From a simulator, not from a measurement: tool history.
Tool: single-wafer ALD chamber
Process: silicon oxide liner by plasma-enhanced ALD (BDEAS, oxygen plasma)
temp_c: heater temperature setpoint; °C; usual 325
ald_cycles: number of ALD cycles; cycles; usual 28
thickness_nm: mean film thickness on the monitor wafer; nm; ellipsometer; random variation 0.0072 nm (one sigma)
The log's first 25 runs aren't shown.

run	hour	temp_c	ald_cycles	read-back reference wafer on the same gauge, thickness_nm	thickness_nm
26	1638.8	325	28	2.101	2.522
27	1699.8	313	29	2.101	2.680
28	1725.0	325	28	2.102	2.537
29	1757.4	314	24	2.101	2.206
30	1804.0	311	28	2.100	2.593
31	1846.2	325	28	2.101	2.519
32	2006.7	330	30	2.098	2.692
33	2064.4	325	28	2.097	2.518
34	2104.5	339	24	2.096	2.113
35	2133.0	319	25	2.097	2.273
36	2158.3	319	30	2.095	2.738
37	2193.8	332	28	2.096	2.493
38	2230.3	334	32	2.095	2.859
39	2296.2	325	28	2.094	2.530

5 ways to go on from here, each from the tool as it stands after run 39. What would each give?
A	2296.6	325	25	?	?
B	2296.6	315	30	?	?
C	2296.6	331	28	?	?
D	2296.6	314	28	?	?
E	2296.6	313	28	?	?

run	read-back reference wafer on the same gauge, thickness_nm	thickness_nm
A	2.093	2.252
B	2.093	2.748
C	2.093	2.498
D	2.093	2.569
E	2.093	2.573
Without the tool's hidden state the same runs would have given:
run	thickness_nm
A	2.260
B	2.757
C	2.506
D	2.577
E	2.581
